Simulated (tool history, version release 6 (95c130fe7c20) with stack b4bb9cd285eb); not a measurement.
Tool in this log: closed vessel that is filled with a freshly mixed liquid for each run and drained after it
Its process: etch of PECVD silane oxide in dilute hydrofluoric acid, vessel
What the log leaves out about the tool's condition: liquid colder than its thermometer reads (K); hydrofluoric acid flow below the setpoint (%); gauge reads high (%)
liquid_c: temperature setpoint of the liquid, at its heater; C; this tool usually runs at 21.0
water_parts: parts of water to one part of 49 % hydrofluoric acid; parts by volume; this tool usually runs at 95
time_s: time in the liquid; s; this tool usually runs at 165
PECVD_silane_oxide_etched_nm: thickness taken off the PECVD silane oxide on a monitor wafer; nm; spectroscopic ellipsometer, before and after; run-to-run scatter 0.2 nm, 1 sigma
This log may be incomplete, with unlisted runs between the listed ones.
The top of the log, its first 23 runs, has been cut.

run    hour  liquid_c  water_parts  time_s  wafers since the last listed run  hours since the thermometer was replaced  hours since the hydrofluoric acid flow meter was replaced  hours since the gauge calibration  read-back film thickness of the PECVD silane oxide reference wafer, read on the same gauge (nm)  PECVD_silane_oxide_etched_nm
     1118.0  -- hydrofluoric acid flow meter replaced
 24  1171.0      23.0          130     165                              4416                                     180.6                                                       53.0                              209.1                                                                                            30.01                         23.47
 25  1200.5      25.5          120      70                              2382                                     210.1                                                       82.5                              238.6                                                                                            29.99                         12.27
 26  1229.7      21.0           95     205                              2357                                     239.3                                                      111.7                              267.8                                                                                            29.99                         38.79
 27  1280.0      24.0           95     165                              4061                                     289.6                                                      162.0                              318.1                                                                                            29.99                         35.13
 28  1334.1      23.5           95     165                              4368                                     343.7                                                      216.1                              372.2                                                                                            30.02                         34.11
 29  1463.5      17.0           75     260                             10448                                     473.1                                                      345.5                              501.6                                                                                            29.99                         53.82
 30  1505.3      21.0           95     165                              3375                                     514.9                                                      387.3                              543.4                                                                                            29.97                         30.84
 31  1536.1      21.0           95     165                              2487                                     545.7                                                      418.1                              574.2                                                                                            29.99                         30.44
 32  1579.0      21.0           95     165                              3464                                     588.6                                                      461.0                              617.1                                                                                            30.00                         30.99
 33  1760.6      21.0           55     200                             14663                                     770.2                                                      642.6                              798.7                                                                                            30.00                         67.64

Each row is a separate what-if for the run after 33, all from the same tool condition, not one after another. Results?
  A  1761.3      21.0           95     165                                56                                     770.9                                                      643.3                              799.4                                                                                                ?                             ?
  B  1761.3      21.0           65     210                                56                                     770.9                                                      643.3                              799.4                                                                                                ?                             ?
  C  1761.3      24.5           95     245                                56                                     770.9                                                      643.3                              799.4                                                                                                ?                             ?
  D  1761.3      24.0           95     230                                56                                     770.9                                                      643.3                              799.4                                                                                                ?                             ?

run  read-back film thickness of the PECVD silane oxide reference wafer, read on the same gauge (nm)  PECVD_silane_oxide_etched_nm
  A                                                                                            30.02                         30.80
  B                                                                                            30.02                         59.38
  C                                                                                            30.02                         52.64
  D                                                                                            30.02                         48.45
Had the tool no hidden state, the same runs would have come out as:
run  PECVD_silane_oxide_etched_nm
  A                         31.24
  B                         60.21
  C                         53.40
  D                         49.15
